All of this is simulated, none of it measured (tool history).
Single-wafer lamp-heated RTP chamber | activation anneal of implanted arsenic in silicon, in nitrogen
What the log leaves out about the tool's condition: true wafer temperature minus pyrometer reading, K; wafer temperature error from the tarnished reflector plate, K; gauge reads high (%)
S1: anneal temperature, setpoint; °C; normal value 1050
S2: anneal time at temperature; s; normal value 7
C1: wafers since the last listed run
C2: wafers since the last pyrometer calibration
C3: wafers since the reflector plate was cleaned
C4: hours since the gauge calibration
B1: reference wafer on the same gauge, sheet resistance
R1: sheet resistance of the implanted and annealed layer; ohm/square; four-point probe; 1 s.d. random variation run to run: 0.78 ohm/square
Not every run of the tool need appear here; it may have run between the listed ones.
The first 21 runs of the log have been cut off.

run,hour,S1,S2,C1,C2,C3,C4,B1,R1
22,574,1050,7,257,4995,1779,199.4,141,132.32
23,601.2,1050,7,570,5565,2349,226.6,140.59,132.16
# hour 649.4: pyrometer window cleaned and pyrometer calibrated
24,676.9,1050,4,1419,576,3769,302.3,140.77,142.53
25,691.5,1033,11,306,882,4075,316.9,140.98,131.05
# hour 704.7: reflector plate cleaned
26,714.6,1050,7,316,1199,207,340,140.74,131.66
27,749.5,1027,5,731,1930,939,374.9,140.9,150.5
28,770.8,1041,11,446,2377,1385,396.2,141.02,128.08
29,796.5,1050,9,538,2916,1924,421.9,141.37,127.29
30,810.6,1065,7,295,3212,2220,436,141.14,126.12
31,840.5,1062,11,626,3838,2847,465.9,140.77,117.43
32,899.1,1070,8,1228,5067,4076,524.5,140.73,120.39
33,915.1,1040,11,335,5403,4411,540.5,141.19,126.88
34,930.6,1026,10,325,5728,4736,556,141.11,135.97
35,947.2,1077,5,348,6076,5084,572.6,141.16,125.53
36,970,1067,7,478,6554,5562,595.4,141.21,122.93

Each row is a separate what-if for the run after 36, all from the same tool condition, not one after another. Results?
A,970.4,1024,7,8,6562,5571,595.8,?,?
B,970.4,1070,5,8,6562,5571,595.8,?,?
C,970.4,1036,10,8,6562,5571,595.8,?,?
D,970.4,1059,7,8,6562,5571,595.8,?,?
E,970.4,1039,9,8,6562,5571,595.8,?,?

run,B1,R1
A,140.89,143.93
B,140.89,127.47
C,140.89,130.04
D,140.89,125.91
E,140.89,130.53
Had the tool no hidden state, the same runs would have come out as:
run,R1
A,146.26
B,129.15
C,132.17
D,127.65
E,132.64
